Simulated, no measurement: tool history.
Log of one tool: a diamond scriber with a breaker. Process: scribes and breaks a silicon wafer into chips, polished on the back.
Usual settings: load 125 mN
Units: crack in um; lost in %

run	hour	load	wafers since the last listed run	hours since the diamond tip was replaced	hours since the load on the tip was calibrated	incoming depth of the damage left on the back of the incoming wafer, um	crack	lost
1	0	109	0	302.7	528.2	0.02	7.36	2.32
2	63.3	109	69	366	591.5	0.03	7.24	2.28
3	126.8	125	69	429.5	655	0.03	8.19	1.16
4	152.6	125	28	455.3	680.8	0.04	8.32	1.18
5	212.4	117	65	515.1	740.6	0.03	7.85	1.3
6	252.4	125	43	555.1	780.6	0.05	8.26	1.24
7	450.3	125	217	753	978.5	0.05	8.3	1.28
8	501.5	125	56	804.2	1029.7	0.02	8.42	1.26
9	540.6	125	42	843.3	1068.8	0.02	8.43	1.32
10	606.7	125	72	909.4	1134.9	0.05	8.31	1.37
11	652.6	125	50	955.3	1180.8	0.01	8.3	1.27
12	708.7	125	61	1011.4	1236.9	0.03	8.6	1.33
13	756.1	114	52	1058.8	1284.3	0.03	8.02	1.21
14	796.3	162	44	1099	1324.5	0.01	10.33	8.53
15	836.6	125	44	1139.3	1364.8	0.04	8.53	1.4
# hour 913.5: diamond tip replaced by a new one
16	913.8	96	82	0.3	1442	0.02	6.69	5.09
17	976.5	97	68	63	1504.7	0.04	6.79	4.35
18	1034.1	89	63	120.6	1562.3	0.05	6.29	8.91
# hour 1098.7: load on the tip recalibrated
19	1099.2	136	69	185.7	0.5	0.02	9.02	2.11
20	1130.9	158	34	217.4	32.2	0.04	10.08	6.34
21	1162.6	115	34	249.1	63.9	0.03	7.67	1.53
22	1192.8	112	33	279.3	94.1	0.02	7.45	1.98
23	1261.8	117	75	348.3	163.1	0.02	7.55	1.37
24	1292.5	125	33	379	193.8	0.03	8.14	1.15
25	1339.3	159	51	425.8	240.6	0.02	10.14	5.92
26	1378.2	117	42	464.7	279.5	0.02	7.72	1.32
27	1423.5	125	49	510	324.8	0.03	8.21	1.13

3 ways to go on from here, each from the tool as it stands after run 27. What would each give?
A	1424.2	144	0	510.7	325.5	0.03	?	?
B	1424.2	139	0	510.7	325.5	0.03	?	?
C	1424.2	156	0	510.7	325.5	0.03	?	?

run	crack	lost
A	9.32	3.35
B	9.04	2.52
C	9.96	5.86
Without the tool's hidden state the same runs would have given:
run	crack	lost
A	9.1	2.68
B	8.83	2
C	9.73	4.88
